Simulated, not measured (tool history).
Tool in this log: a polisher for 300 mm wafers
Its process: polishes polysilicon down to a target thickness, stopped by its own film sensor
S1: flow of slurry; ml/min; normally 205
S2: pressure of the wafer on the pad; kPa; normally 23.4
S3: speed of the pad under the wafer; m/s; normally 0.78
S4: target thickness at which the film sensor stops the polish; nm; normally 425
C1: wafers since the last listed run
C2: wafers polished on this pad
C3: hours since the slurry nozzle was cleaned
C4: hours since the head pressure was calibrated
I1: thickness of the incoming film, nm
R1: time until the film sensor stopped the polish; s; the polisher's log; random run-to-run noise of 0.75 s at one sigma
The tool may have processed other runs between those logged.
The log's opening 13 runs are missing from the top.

run	day	S1	S2	S3	S4	C1	C2	C3	C4	I1	R1
# day 39.546: worn pad replaced by a new one
14	40.617	205	23.4	0.78	425	577	316	295.5	263.3	979.9	61.7
15	43.838	205	23.4	0.78	425	951	1267	372.8	340.6	986.3	60.1
16	46.862	205	23.4	0.78	425	893	2161	445.4	413.2	975.6	58.4
17	49.346	205	23.4	0.78	425	733	2894	505	472.8	976	58.8
18	50.9	205	23.4	0.78	425	458	3353	542.3	510.1	980.2	59
# day 52.8: slurry nozzle cleaned
19	54.038	165	19.3	0.88	279	914	4267	29.7	585.4	967.1	76.5
# day 57.275: head pressure recalibrated
20	57.621	250	28.3	0.52	569	1033	5300	115.7	8.3	969.7	55.4
21	61.383	205	29	0.78	425	1111	6412	206	98.6	965.6	49.7
# day 67.658: worn pad replaced by a new one
22	72.462	230	23.4	0.78	425	3222	1419	471.9	364.5	973.9	59.2
23	75.988	145	28.3	0.78	361	1040	2460	556.5	449.1	965	57.8
24	79.567	205	23.4	0.78	425	1056	3516	642.4	535	968.5	58.8
# day 82.375: slurry nozzle cleaned
# day 83.688: head pressure recalibrated
25	83.862	205	23.4	0.78	425	1231	4748	35.7	4.2	958.8	60.8
26	87.321	205	23.4	0.78	342	1021	5769	118.7	87.2	976	72.6
27	89.983	255	23.4	0.78	519	786	6556	182.6	151.1	976.4	50.2
28	91.958	205	23.4	0.78	425	583	7139	230	198.5	956.7	60.1
# day 94.5: worn pad replaced by a new one
29	95.621	205	23.4	0.78	425	1032	331	317.9	286.4	955.5	59.9
30	98.688	240	27.6	0.78	425	905	1236	391.5	360	952.4	49
31	101.717	205	17.2	0.78	425	894	2131	464.2	432.7	961.9	77.9
32	105.517	155	23.4	0.78	425	1122	3253	555.4	523.9	977.4	60.4
33	109.071	205	23.4	0.78	425	1049	4302	640.7	609.2	954.7	54
# day 112.479: head pressure recalibrated
34	112.5	205	31	1.02	425	988	5290	723	0.5	951.7	35.9
# day 113.038: slurry nozzle cleaned
35	115.812	205	23.4	0.78	479	965	6256	66.6	80	985.7	57.6
36	120.008	205	29.6	0.78	549	1239	7495	167.3	180.7	958.4	38.3

4 ways to go on from here, each from the tool as it stands after run 36. What would each give?
A	120.025	135	23.4	0.78	425	4	7500	167.7	181.1	969.3	?
B	120.025	165	27.6	0.6	304	4	7500	167.7	181.1	969.3	?
C	120.025	180	26.2	0.94	259	4	7500	167.7	181.1	969.3	?
D	120.025	205	23.4	1	352	4	7500	167.7	181.1	969.3	?

run	R1
A	66.6
B	88.1
C	62.4
D	55.8
The same runs, with their run-to-run variation unchanged, on a tool lacking any hidden condition would have given:
run	R1
A	65.6
B	86.8
C	61.5
D	55
